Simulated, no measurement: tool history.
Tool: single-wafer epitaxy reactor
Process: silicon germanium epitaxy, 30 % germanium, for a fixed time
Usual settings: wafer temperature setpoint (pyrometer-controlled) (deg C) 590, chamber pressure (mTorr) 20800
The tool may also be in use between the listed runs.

run,hour,wafer temperature setpoint (pyrometer-controlled) (deg C),chamber pressure (mTorr),"read-back reference wafer on the same gauge, thickness_nm",mean film thickness on the monitor wafer (Å)
1,0.0,590,23400,46.905,492.57
2,29.4,590,20800,46.842,464.85
3,51.6,590,20800,46.900,467.16
4,77.4,590,17300,46.713,430.09
5,91.6,590,17300,46.758,431.11
6,117.8,590,17300,46.862,431.99
7,149.3,590,20800,46.773,464.20
8,181.8,590,20800,46.856,467.15
9,272.1,590,20800,46.751,467.02
10,304.6,596,20800,46.777,507.84
11,323.4,596,20800,46.844,511.92
12,344.3,596,20800,46.770,508.93
13,356.8,590,20800,46.783,462.38
14,385.2,590,20800,46.849,460.25
15,401.9,590,20800,46.790,461.06
16,431.8,590,20800,46.771,467.19
17,448.8,590,20800,46.775,461.53
18,481.3,577,25200,46.753,399.63
19,497.7,578,18600,46.711,361.17
20,560.7,590,22800,46.865,502.12
21,572.2,580,25800,46.791,449.13
22,598.1,579,20800,46.781,390.60
23,633.0,590,20800,46.785,473.64
24,655.9,581,25600,46.734,448.47
25,673.3,590,20800,46.881,471.54
26,707.6,577,25200,46.762,417.87
27,734.2,600,16900,46.877,489.96
28,767.2,590,22400,46.832,490.39
29,870.5,585,15900,46.860,371.95
30,893.7,590,20800,46.777,468.82
31,912.4,585,16400,46.787,375.11
32,940.0,578,22600,46.875,401.68
33,953.0,590,20800,46.710,467.50
34,976.4,590,20800,46.800,464.71
35,998.8,590,20800,46.803,466.34

Not shown: 4 entries that the log had between the listed runs. Between which runs, and how does the tool's hidden state differ before and after?
Between runs 15 and 16: gauge calibrated (hour 407.3)
  true pressure above the setpoint (%): -8.52 -> -8.66
  measured less the result without the state, mean film thickness on the monitor wafer (Å): -16.84 -> -17.38
Between runs 19 and 20: showerhead replaced, of another model than before (hour 533.4); capacitance manometer re-zeroed and calibrated (hour 560.2)
  true pressure above the setpoint (%): -8.99 -> -2.57
  measured less the result without the state, mean film thickness on the monitor wafer (Å): -13.97 -> -7.03
Between runs 22 and 23: pyrometer calibrated (hour 608.8)
  true pressure above the setpoint (%): -2.76 -> -2.93
  measured less the result without the state, mean film thickness on the monitor wafer (Å): -5.86 -> -7.57

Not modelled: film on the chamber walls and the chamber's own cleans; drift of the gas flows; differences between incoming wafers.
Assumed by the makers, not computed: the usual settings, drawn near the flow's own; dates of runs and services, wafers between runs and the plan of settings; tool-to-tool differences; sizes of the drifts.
